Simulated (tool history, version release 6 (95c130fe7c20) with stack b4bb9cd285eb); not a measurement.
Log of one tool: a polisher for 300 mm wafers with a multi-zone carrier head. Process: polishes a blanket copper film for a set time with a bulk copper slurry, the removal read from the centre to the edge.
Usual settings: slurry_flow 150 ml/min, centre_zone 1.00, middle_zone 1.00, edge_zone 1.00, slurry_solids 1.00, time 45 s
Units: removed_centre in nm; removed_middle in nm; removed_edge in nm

run	hour	slurry_flow	centre_zone	middle_zone	edge_zone	slurry_solids	time	wafers since the last listed run	wafers polished on this pad	hours since the slurry nozzle was cleaned	hours since the centre zone pressure was calibrated	hours since the edge zone pressure was calibrated	hours since the carrier head's membrane was replaced	incoming thickness of the incoming film, nm	removed_centre	removed_middle	removed_edge
1	0.0	150	1.00	1.00	1.00	1.00	45	0	1440	140.3	619.4	490.7	1520.7	3781.0	452.7	490.6	496.3
# hour 1.0: worn pad replaced by a new one
2	17.5	150	1.00	1.00	1.00	1.00	45	167	167	157.8	636.9	508.2	1538.2	3763.5	445.5	485.6	498.4
3	31.0	150	1.00	1.00	1.00	1.20	45	136	304	171.3	650.4	521.7	1551.7	3798.7	475.6	507.1	543.0
4	42.3	150	1.00	1.00	1.00	1.20	45	114	418	182.6	661.7	533.0	1563.0	3841.4	475.6	513.1	534.7
5	60.2	150	1.00	1.00	1.00	1.20	45	181	600	200.5	679.6	550.9	1580.9	3809.9	458.6	501.2	536.5
6	71.3	150	1.00	1.00	1.00	1.00	45	112	713	211.6	690.7	562.0	1592.0	3836.4	439.4	469.7	492.3
7	80.2	150	1.00	1.00	1.00	1.00	45	90	803	220.5	699.6	570.9	1600.9	3833.1	430.0	465.5	490.7
8	91.1	150	1.00	1.00	1.00	1.00	45	110	913	231.4	710.5	581.8	1611.8	3865.0	426.9	461.9	485.8
9	107.7	150	0.97	1.00	1.00	1.00	45	168	1082	248.0	727.1	598.4	1628.4	3881.5	406.5	464.8	486.4
# hour 119.2: carrier head's membrane replaced by a new one
10	120.5	165	1.00	1.00	1.00	1.00	55	79	1161	260.8	739.9	611.2	1.3	3801.7	519.8	581.4	599.2
11	126.6	150	1.00	1.00	1.00	1.00	45	61	1223	266.9	746.0	617.3	7.4	3779.4	415.2	453.9	484.3
# hour 130.2: slurry nozzle cleaned
12	135.3	150	1.00	1.00	1.00	0.75	45	78	1301	5.1	754.7	626.0	16.1	3833.9	419.7	453.6	464.8
# hour 150.3: worn pad replaced by a new one
13	150.8	150	1.00	1.00	1.00	1.20	45	116	5	20.6	770.2	641.5	31.6	3772.7	494.5	535.4	543.5
14	158.9	150	1.09	1.00	1.00	1.25	45	82	87	28.7	778.3	649.6	39.7	3851.1	536.9	532.3	569.8
15	165.5	150	1.00	1.00	1.00	0.70	45	66	154	35.3	784.9	656.2	46.3	3803.2	401.4	437.4	443.0
16	176.1	150	0.93	1.00	1.00	0.80	45	107	262	45.9	795.5	666.8	56.9	3842.3	395.8	468.9	474.7
# hour 179.5: centre zone pressure recalibrated
# hour 181.2: edge zone pressure recalibrated
17	191.2	150	1.00	1.00	1.00	1.20	45	115	378	61.0	11.7	10.0	72.0	3728.0	517.0	530.3	549.0
18	200.2	150	1.00	1.00	1.00	1.00	45	91	469	70.0	20.7	19.0	81.0	3780.6	489.1	496.3	522.8
19	207.0	165	1.00	1.00	1.00	1.00	45	68	538	76.8	27.5	25.8	87.8	3800.8	498.3	508.1	510.3
20	218.9	175	0.95	1.00	0.91	1.00	45	120	659	88.7	39.4	37.7	99.7	3779.0	477.1	506.9	494.3
21	229.1	150	0.97	1.00	1.00	1.00	45	103	762	98.9	49.6	47.9	109.9	3759.9	463.3	496.0	500.7
22	245.5	150	0.89	0.91	1.00	0.80	58	166	929	115.3	66.0	64.3	126.3	3727.9	498.9	560.5	591.1

3 ways to go on from here, each from the tool as it stands after run 22. What would each give?
A	245.9	150	1.00	1.00	1.00	1.00	45	4	933	115.7	66.4	64.7	126.7	3787.0	?	?	?
B	245.9	150	0.97	1.00	1.09	1.00	45	4	933	115.7	66.4	64.7	126.7	3787.0	?	?	?
C	245.9	165	1.07	1.00	1.09	1.00	45	4	933	115.7	66.4	64.7	126.7	3787.0	?	?	?

run	removed_centre	removed_middle	removed_edge
A	478.5	490.3	497.2
B	464.0	490.3	515.6
C	525.9	501.5	524.1
Without the tool's hidden state the same runs would have given:
run	removed_centre	removed_middle	removed_edge
A	518.5	512.5	513.1
B	502.8	512.5	532.1
C	567.0	522.0	539.5
